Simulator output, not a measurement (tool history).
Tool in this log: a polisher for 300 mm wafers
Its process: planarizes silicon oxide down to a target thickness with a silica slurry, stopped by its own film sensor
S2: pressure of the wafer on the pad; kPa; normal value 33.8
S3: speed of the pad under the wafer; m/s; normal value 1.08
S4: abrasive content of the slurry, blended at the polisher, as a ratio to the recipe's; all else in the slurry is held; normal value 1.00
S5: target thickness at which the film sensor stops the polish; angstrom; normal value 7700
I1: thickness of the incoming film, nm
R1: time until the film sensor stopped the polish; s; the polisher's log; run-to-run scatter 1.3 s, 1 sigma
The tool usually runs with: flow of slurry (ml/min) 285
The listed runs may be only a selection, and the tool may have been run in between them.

run 1 hour=0.0 | flow_of_slurry_(ml/min)=285 S2=33.8 S3=1.08 S4=1.00 S5=7700 | I1=1081.3 | R1=90.3
run 2 hour=26.5 | flow_of_slurry_(ml/min)=285 S2=33.8 S3=1.08 S4=1.00 S5=7700 | I1=1076.5 | R1=88.9
run 3 hour=38.5 | flow_of_slurry_(ml/min)=285 S2=33.8 S3=1.08 S4=1.00 S5=7700 | I1=1072.6 | R1=85.3
run 4 hour=54.0 | flow_of_slurry_(ml/min)=230 S2=33.8 S3=1.08 S4=1.00 S5=7700 | I1=1080.2 | R1=88.7
-- hour=89.5 conditioning disc replaced and pad reconditioned
run 5 hour=90.0 | flow_of_slurry_(ml/min)=285 S2=33.8 S3=1.18 S4=1.00 S5=7700 | I1=1082.7 | R1=85.8
run 6 hour=121.8 | flow_of_slurry_(ml/min)=285 S2=33.8 S3=1.08 S4=1.00 S5=7700 | I1=1068.3 | R1=84.7
run 7 hour=151.4 | flow_of_slurry_(ml/min)=285 S2=33.8 S3=0.86 S4=1.25 S5=6630 | I1=1085.3 | R1=119.8
-- hour=182.3 worn pad replaced by a new one
run 8 hour=186.2 | flow_of_slurry_(ml/min)=285 S2=33.8 S3=1.08 S4=1.00 S5=7700 | I1=1080.5 | R1=87.0
run 9 hour=208.2 | flow_of_slurry_(ml/min)=285 S2=37.9 S3=1.08 S4=0.90 S5=7700 | I1=1074.9 | R1=78.5
run 10 hour=228.7 | flow_of_slurry_(ml/min)=285 S2=33.8 S3=0.82 S4=0.85 S5=8410 | I1=1093.8 | R1=85.9
-- hour=259.0 slurry blender recalibrated
run 11 hour=261.9 | flow_of_slurry_(ml/min)=285 S2=33.8 S3=1.08 S4=1.00 S5=7700 | I1=1085.6 | R1=88.8
run 12 hour=292.9 | flow_of_slurry_(ml/min)=285 S2=33.8 S3=0.90 S4=1.20 S5=6760 | I1=1084.1 | R1=117.0
-- hour=302.6 head pressure recalibrated
run 13 hour=318.8 | flow_of_slurry_(ml/min)=360 S2=33.8 S3=1.08 S4=0.90 S5=7700 | I1=1075.8 | R1=86.7
-- hour=335.8 conditioning disc replaced and pad reconditioned
run 14 hour=338.4 | flow_of_slurry_(ml/min)=285 S2=33.8 S3=1.08 S4=1.00 S5=8630 | I1=1098.4 | R1=66.4
run 15 hour=358.7 | flow_of_slurry_(ml/min)=285 S2=42.1 S3=1.44 S4=1.00 S5=7700 | I1=1071.5 | R1=58.8
run 16 hour=380.9 | flow_of_slurry_(ml/min)=285 S2=33.8 S3=1.08 S4=1.00 S5=7700 | I1=1090.6 | R1=91.3
run 17 hour=403.5 | flow_of_slurry_(ml/min)=285 S2=33.8 S3=1.44 S4=1.00 S5=7140 | I1=1066.7 | R1=83.7
-- hour=414.8 worn pad replaced by a new one
run 18 hour=432.7 | flow_of_slurry_(ml/min)=285 S2=33.8 S3=1.08 S4=1.15 S5=7040 | I1=1077.9 | R1=99.7

Run 19 is up next; what results do you expect?
run 19 hour=466.4 | flow_of_slurry_(ml/min)=385 S2=29.6 S3=1.08 S4=1.00 S5=7700 | I1=1090.5 | R1=?

R1: 103.6 s
Without the tool's hidden state the same run would have given R1 103.6 s.

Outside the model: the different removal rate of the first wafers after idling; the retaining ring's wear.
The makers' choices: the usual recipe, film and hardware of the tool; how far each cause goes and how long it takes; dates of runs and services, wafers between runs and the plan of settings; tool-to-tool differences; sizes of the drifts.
